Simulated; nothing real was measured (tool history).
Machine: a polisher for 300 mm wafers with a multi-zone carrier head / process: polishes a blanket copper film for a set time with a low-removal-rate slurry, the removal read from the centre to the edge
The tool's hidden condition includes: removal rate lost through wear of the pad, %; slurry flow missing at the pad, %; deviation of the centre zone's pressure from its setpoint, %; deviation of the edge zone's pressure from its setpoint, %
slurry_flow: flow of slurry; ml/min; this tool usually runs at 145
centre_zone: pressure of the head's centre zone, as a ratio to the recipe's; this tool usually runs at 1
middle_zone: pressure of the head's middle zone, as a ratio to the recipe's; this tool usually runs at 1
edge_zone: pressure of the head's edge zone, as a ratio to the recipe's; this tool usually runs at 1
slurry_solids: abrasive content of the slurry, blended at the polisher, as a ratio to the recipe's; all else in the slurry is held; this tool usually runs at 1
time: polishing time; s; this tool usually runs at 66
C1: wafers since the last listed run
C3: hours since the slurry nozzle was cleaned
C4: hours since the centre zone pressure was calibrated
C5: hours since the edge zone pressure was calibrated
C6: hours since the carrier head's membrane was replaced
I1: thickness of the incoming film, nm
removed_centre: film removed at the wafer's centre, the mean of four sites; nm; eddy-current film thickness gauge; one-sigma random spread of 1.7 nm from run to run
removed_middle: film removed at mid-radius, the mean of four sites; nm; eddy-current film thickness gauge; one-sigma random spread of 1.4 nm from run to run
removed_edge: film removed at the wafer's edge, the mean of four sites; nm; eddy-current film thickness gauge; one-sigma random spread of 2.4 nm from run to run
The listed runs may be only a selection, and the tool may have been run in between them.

Run 1, hour 0: usual settings but slurry_flow 160 ml/min, time 74 s; C1 0; wafers polished on this pad 582; C3 652.1; C4 249.8; C5 468.2; C6 469; I1 678.9. Result: removed_centre 199.1 nm, removed_middle 195 nm, removed_edge 196.4 nm.
At hour 12.9: worn pad replaced by a new one.
Run 2, hour 13.4: usual settings but slurry_flow 160 ml/min, time 74 s; C1 55; wafers polished on this pad 2; C3 665.5; C4 263.2; C5 481.6; C6 482.4; I1 678.6. Result: removed_centre 199.2 nm, removed_middle 192.7 nm, removed_edge 200.7 nm.
At hour 16.3: edge zone pressure recalibrated.
Run 3, hour 26.1: usual settings but slurry_flow 160 ml/min, time 74 s; C1 63; wafers polished on this pad 66; C3 678.2; C4 275.9; C5 9.8; C6 495.1; I1 687.1. Result: removed_centre 201.6 nm, removed_middle 193.6 nm, removed_edge 195.4 nm.
Run 4, hour 37: usual settings but edge_zone 1.05; C1 64; wafers polished on this pad 131; C3 689.1; C4 286.8; C5 20.7; C6 506; I1 669.2. Result: removed_centre 174.5 nm, removed_middle 171.4 nm, removed_edge 175 nm.
At hour 44.5: slurry nozzle cleaned.
Run 5, hour 46.8: usual settings but edge_zone 1.05; C1 52; wafers polished on this pad 183; C3 2.3; C4 296.6; C5 30.5; C6 515.8; I1 683.9. Result: removed_centre 177.7 nm, removed_middle 169.8 nm, removed_edge 174.3 nm.
Run 6, hour 58.2: usual settings but edge_zone 1.08; C1 67; wafers polished on this pad 251; C3 13.7; C4 308; C5 41.9; C6 527.2; I1 692. Result: removed_centre 174.5 nm, removed_middle 169.8 nm, removed_edge 176.2 nm.
Run 7, hour 68.7: usual settings but slurry_flow 195 ml/min, middle_zone 0.88, edge_zone 0.92, slurry_solids 0.75; C1 62; wafers polished on this pad 313; C3 24.2; C4 318.5; C5 52.4; C6 537.7; I1 684.8. Result: removed_centre 176.6 nm, removed_middle 156.6 nm, removed_edge 165.5 nm.
Run 8, hour 77.7: usual settings but slurry_flow 195 ml/min; C1 53; wafers polished on this pad 367; C3 33.2; C4 327.5; C5 61.4; C6 546.7; I1 688.5. Result: removed_centre 189 nm, removed_middle 181.4 nm, removed_edge 176 nm.
Run 9, hour 90.2: usual settings but slurry_flow 95 ml/min, slurry_solids 1.25; C1 74; wafers polished on this pad 441; C3 45.7; C4 340; C5 73.9; C6 559.2; I1 680.2. Result: removed_centre 160.1 nm, removed_middle 157.9 nm, removed_edge 162.5 nm.
Run 10, hour 103.6: usual settings but slurry_solids 0.9; C1 79; wafers polished on this pad 520; C3 59.1; C4 353.4; C5 87.3; C6 572.6; I1 678.5. Result: removed_centre 171.1 nm, removed_middle 166.9 nm, removed_edge 171.5 nm.
At hour 113.8: carrier head's membrane replaced by a new one.
Run 11, hour 120.7: usual settings but slurry_flow 170 ml/min, edge_zone 0.93, slurry_solids 0.9; C1 71; wafers polished on this pad 592; C3 76.2; C4 370.5; C5 104.4; C6 6.9; I1 672.1. Result: removed_centre 175.1 nm, removed_middle 175.4 nm, removed_edge 168.1 nm.
Run 12, hour 130.6: usual settings; C1 58; wafers polished on this pad 651; C3 86.1; C4 380.4; C5 114.3; C6 16.8; I1 690.8. Result: removed_centre 172.4 nm, removed_middle 168.7 nm, removed_edge 168.2 nm.
Run 13, hour 137: usual settings but centre_zone 0.92, edge_zone 1.1; C1 38; wafers polished on this pad 689; C3 92.5; C4 386.8; C5 120.7; C6 23.2; I1 674.8. Result: removed_centre 161.3 nm, removed_middle 169.6 nm, removed_edge 176.7 nm.
At hour 148.5: worn pad replaced by a new one.
Run 14, hour 149.1: usual settings but slurry_flow 175 ml/min, centre_zone 0.94; C1 48; wafers polished on this pad 3; C3 104.6; C4 398.9; C5 132.8; C6 35.3; I1 677. Result: removed_centre 169.5 nm, removed_middle 176.1 nm, removed_edge 178.8 nm.
At hour 163.5: centre zone pressure recalibrated.
Run 15, hour 164.3: usual settings; C1 78; wafers polished on this pad 82; C3 119.8; C4 0.8; C5 148; C6 50.5; I1 682.4. Result: removed_centre 174.4 nm, removed_middle 170.5 nm, removed_edge 176.3 nm.
Run 16, hour 171.2: usual settings but slurry_flow 190 ml/min; C1 40; wafers polished on this pad 123; C3 126.7; C4 7.7; C5 154.9; C6 57.4; I1 681.2. Result: removed_centre 182.6 nm, removed_middle 177.5 nm, removed_edge 181.5 nm.
Run 17, hour 182.4: usual settings; C1 66; wafers polished on this pad 189; C3 137.9; C4 18.9; C5 166.1; C6 68.6; I1 682.6. Result: removed_centre 171.7 nm, removed_middle 169.9 nm, removed_edge 175.9 nm.
Run 18, hour 198.6: usual settings; C1 96; wafers polished on this pad 285; C3 154.1; C4 35.1; C5 182.3; C6 84.8; I1 671. Result: removed_centre 173.1 nm, removed_middle 168.1 nm, removed_edge 170.3 nm.
Run 19, hour 215.1: usual settings but slurry_solids 0.8; C1 98; wafers polished on this pad 383; C3 170.6; C4 51.6; C5 198.8; C6 101.3; I1 683.8. Result: removed_centre 164.7 nm, removed_middle 163.9 nm, removed_edge 167.6 nm.
Run 20, hour 232.4: usual settings but slurry_flow 165 ml/min, centre_zone 0.94, middle_zone 0.91, slurry_solids 0.85; C1 102; wafers polished on this pad 486; C3 187.9; C4 68.9; C5 216.1; C6 118.6; I1 688.5. Result: removed_centre 166.4 nm, removed_middle 158.6 nm, removed_edge 172.7 nm.
Run 21, hour 246.8: usual settings; C1 85; wafers polished on this pad 572; C3 202.3; C4 83.3; C5 230.5; C6 133; I1 682.4. Result: removed_centre 174.5 nm, removed_middle 171.2 nm, removed_edge 172.9 nm.

What the log doesn't show, run by run:
removal rate lost through wear of the pad, %: 0 in every run
slurry flow missing at the pad, %: 0 in every run
deviation of the centre zone's pressure from its setpoint, %: 0 in every run
deviation of the edge zone's pressure from its setpoint, %: 0 in every run
